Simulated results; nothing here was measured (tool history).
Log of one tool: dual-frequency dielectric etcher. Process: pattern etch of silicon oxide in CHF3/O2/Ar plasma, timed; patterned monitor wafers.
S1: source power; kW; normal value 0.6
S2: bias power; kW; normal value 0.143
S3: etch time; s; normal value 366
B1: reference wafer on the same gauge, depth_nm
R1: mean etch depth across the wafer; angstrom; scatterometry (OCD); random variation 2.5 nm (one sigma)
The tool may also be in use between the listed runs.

Run 1, hour 0: usual settings; B1 664.8. Result: R1 6526 angstrom.
Run 2, hour 78.8: usual settings; B1 665.3. Result: R1 6566 angstrom.
Run 3, hour 150.5: usual settings but S3 397.5 s; B1 665.8. Result: R1 7117 angstrom.
Run 4, hour 195.2: usual settings but S3 397.5 s; B1 664.7. Result: R1 7123 angstrom.
At hour 412.7: wet clean of the chamber.
Run 5, hour 427.7: usual settings but S3 397.5 s; B1 664.7. Result: R1 7116 angstrom.
At hour 444.4: gauge calibrated.
Run 6, hour 471: usual settings but S1 0.54 kW; B1 665. Result: R1 6366 angstrom.
Run 7, hour 578: usual settings but S1 0.54 kW; B1 665.3. Result: R1 6389 angstrom.
Run 8, hour 657.6: usual settings but S3 446.5 s; B1 665.3. Result: R1 7989 angstrom.
At hour 758.7: source power generator calibrated.
Run 9, hour 763.5: usual settings but S1 0.53 kW, S2 0.108 kW, S3 419.5 s; B1 665.8. Result: R1 6613 angstrom.
At hour 812.2: bias power generator calibrated.
At hour 815.2: upper electrode replaced.
Run 10, hour 831.8: usual settings; B1 665. Result: R1 6564 angstrom.
Run 11, hour 870: usual settings but S1 0.67 kW, S3 266.5 s; B1 664.7. Result: R1 4919 angstrom.
At hour 948.6: wet clean of the chamber.
Run 12, hour 970.5: usual settings but S1 0.69 kW, S2 0.171 kW, S3 458 s; B1 664.6. Result: R1 9121 angstrom.
Run 13, hour 1048: usual settings but S1 0.55 kW; B1 665.4. Result: R1 6370 angstrom.
Run 14, hour 1153.5: usual settings but S1 0.69 kW; B1 665.2. Result: R1 6825 angstrom.
Run 15, hour 1190.9: usual settings but S1 0.69 kW, S2 0.129 kW, S3 301.5 s; B1 665. Result: R1 5438 angstrom.
Run 16, hour 1247.9: usual settings; B1 665.1. Result: R1 6549 angstrom.

The tool's hidden state at each run:
etch rate over this chamber's usual, %: 0 across all the runs
source power that arrives over what is set, %: 0 across all the runs
bias power that arrives over what is set, %: 0 across all the runs
gauge reads high (%): 0 across all the runs

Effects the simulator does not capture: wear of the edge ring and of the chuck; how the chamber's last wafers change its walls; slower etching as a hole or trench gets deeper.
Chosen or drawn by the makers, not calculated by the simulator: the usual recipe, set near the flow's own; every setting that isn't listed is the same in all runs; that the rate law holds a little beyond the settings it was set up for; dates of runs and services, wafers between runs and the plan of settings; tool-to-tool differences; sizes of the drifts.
